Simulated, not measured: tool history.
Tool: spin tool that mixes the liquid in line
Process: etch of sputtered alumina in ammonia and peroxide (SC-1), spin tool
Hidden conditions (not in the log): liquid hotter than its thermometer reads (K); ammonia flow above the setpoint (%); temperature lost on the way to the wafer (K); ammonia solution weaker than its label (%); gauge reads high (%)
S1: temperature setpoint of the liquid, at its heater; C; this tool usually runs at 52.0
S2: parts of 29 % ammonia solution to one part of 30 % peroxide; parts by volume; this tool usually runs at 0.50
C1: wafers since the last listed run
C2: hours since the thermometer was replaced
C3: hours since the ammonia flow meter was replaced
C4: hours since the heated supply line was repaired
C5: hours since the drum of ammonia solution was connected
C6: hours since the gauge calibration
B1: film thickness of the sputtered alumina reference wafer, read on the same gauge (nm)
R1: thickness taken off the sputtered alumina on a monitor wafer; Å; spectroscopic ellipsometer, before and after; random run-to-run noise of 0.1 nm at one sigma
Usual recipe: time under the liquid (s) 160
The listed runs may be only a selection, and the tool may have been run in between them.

run 1 hour=0.0 | S1=52.0 S2=0.50 time_under_the_liquid_(s)=160 | C1=0 C2=1809.2 C3=1468.6 C4=2072.4 C5=91.4 C6=458.0 | B1=79.97 | R1=160.1
run 2 hour=75.3 | S1=52.0 S2=0.50 time_under_the_liquid_(s)=95 | C1=662 C2=1884.5 C3=1543.9 C4=2147.7 C5=166.7 C6=533.3 | B1=80.00 | R1=95.5
run 3 hour=148.3 | S1=52.0 S2=0.55 time_under_the_liquid_(s)=160 | C1=641 C2=1957.5 C3=1616.9 C4=2220.7 C5=239.7 C6=606.3 | B1=79.98 | R1=162.6
run 4 hour=226.7 | S1=52.0 S2=0.55 time_under_the_liquid_(s)=160 | C1=689 C2=2035.9 C3=1695.3 C4=2299.1 C5=318.1 C6=684.7 | B1=80.02 | R1=162.9
run 5 hour=329.3 | S1=52.0 S2=0.40 time_under_the_liquid_(s)=125 | C1=902 C2=2138.5 C3=1797.9 C4=2401.7 C5=420.7 C6=787.3 | B1=80.03 | R1=122.6
run 6 hour=419.7 | S1=52.0 S2=0.50 time_under_the_liquid_(s)=160 | C1=794 C2=2228.9 C3=1888.3 C4=2492.1 C5=511.1 C6=877.7 | B1=80.01 | R1=162.3
-- hour=469.4 thermometer replaced
run 7 hour=497.7 | S1=52.0 S2=0.50 time_under_the_liquid_(s)=160 | C1=677 C2=28.3 C3=1966.3 C4=2570.1 C5=589.1 C6=955.7 | B1=80.00 | R1=160.9
run 8 hour=584.6 | S1=52.0 S2=0.50 time_under_the_liquid_(s)=160 | C1=764 C2=115.2 C3=2053.2 C4=2657.0 C5=676.0 C6=1042.6 | B1=80.01 | R1=161.6
run 9 hour=655.0 | S1=57.0 S2=0.35 time_under_the_liquid_(s)=160 | C1=619 C2=185.6 C3=2123.6 C4=2727.4 C5=746.4 C6=1113.0 | B1=80.02 | R1=203.5
-- hour=691.6 heated supply line repaired
run 10 hour=696.9 | S1=52.0 S2=0.60 time_under_the_liquid_(s)=90 | C1=359 C2=227.5 C3=2165.5 C4=5.3 C5=788.3 C6=1154.9 | B1=79.97 | R1=91.9
-- hour=747.8 ammonia flow meter replaced
-- hour=788.8 gauge calibrated
run 11 hour=791.0 | S1=52.0 S2=0.55 time_under_the_liquid_(s)=160 | C1=818 C2=321.6 C3=43.2 C4=99.4 C5=882.4 C6=2.2 | B1=79.99 | R1=161.5
-- hour=824.3 new drum of ammonia solution connected
run 12 hour=838.7 | S1=61.0 S2=0.50 time_under_the_liquid_(s)=160 | C1=410 C2=369.3 C3=90.9 C4=147.1 C5=14.4 C6=49.9 | B1=80.01 | R1=257.1
run 13 hour=928.9 | S1=57.5 S2=0.50 time_under_the_liquid_(s)=160 | C1=793 C2=459.5 C3=181.1 C4=237.3 C5=104.6 C6=140.1 | B1=80.00 | R1=215.7
run 14 hour=972.3 | S1=52.0 S2=0.40 time_under_the_liquid_(s)=125 | C1=381 C2=502.9 C3=224.5 C4=280.7 C5=148.0 C6=183.5 | B1=80.04 | R1=122.6
run 15 hour=1013.8 | S1=61.5 S2=0.50 time_under_the_liquid_(s)=160 | C1=364 C2=544.4 C3=266.0 C4=322.2 C5=189.5 C6=225.0 | B1=80.00 | R1=265.9
run 16 hour=1097.4 | S1=52.0 S2=0.60 time_under_the_liquid_(s)=215 | C1=735 C2=628.0 C3=349.6 C4=405.8 C5=273.1 C6=308.6 | B1=80.03 | R1=216.9
run 17 hour=1151.7 | S1=43.5 S2=0.30 time_under_the_liquid_(s)=115 | C1=477 C2=682.3 C3=403.9 C4=460.1 C5=327.4 C6=362.9 | B1=79.94 | R1=68.4

Each row is a separate what-if for the run after 17, all from the same tool condition, not one after another. Results?
run A hour=1152.2 | S1=52.0 S2=0.50 time_under_the_liquid_(s)=160 | C1=4 C2=682.8 C3=404.4 C4=460.6 C5=327.9 C6=363.4 | B1=? | R1=?
run B hour=1152.2 | S1=52.0 S2=0.50 time_under_the_liquid_(s)=135 | C1=4 C2=682.8 C3=404.4 C4=460.6 C5=327.9 C6=363.4 | B1=? | R1=?
run C hour=1152.2 | S1=47.0 S2=0.35 time_under_the_liquid_(s)=110 | C1=4 C2=682.8 C3=404.4 C4=460.6 C5=327.9 C6=363.4 | B1=? | R1=?
run D hour=1152.2 | S1=52.0 S2=0.50 time_under_the_liquid_(s)=190 | C1=4 C2=682.8 C3=404.4 C4=460.6 C5=327.9 C6=363.4 | B1=? | R1=?
run E hour=1152.2 | S1=49.0 S2=0.45 time_under_the_liquid_(s)=220 | C1=4 C2=682.8 C3=404.4 C4=460.6 C5=327.9 C6=363.4 | B1=? | R1=?

run=A B1=79.99 R1=160.9
run=B B1=79.99 R1=135.8
run=C B1=79.99 R1=81.2
run=D B1=79.99 R1=191.1
run=E B1=79.99 R1=185.9
Without the tool's unlogged condition, the same runs would have read:
run=A R1=160.9
run=B R1=135.8
run=C R1=81.2
run=D R1=191.1
run=E R1=185.9
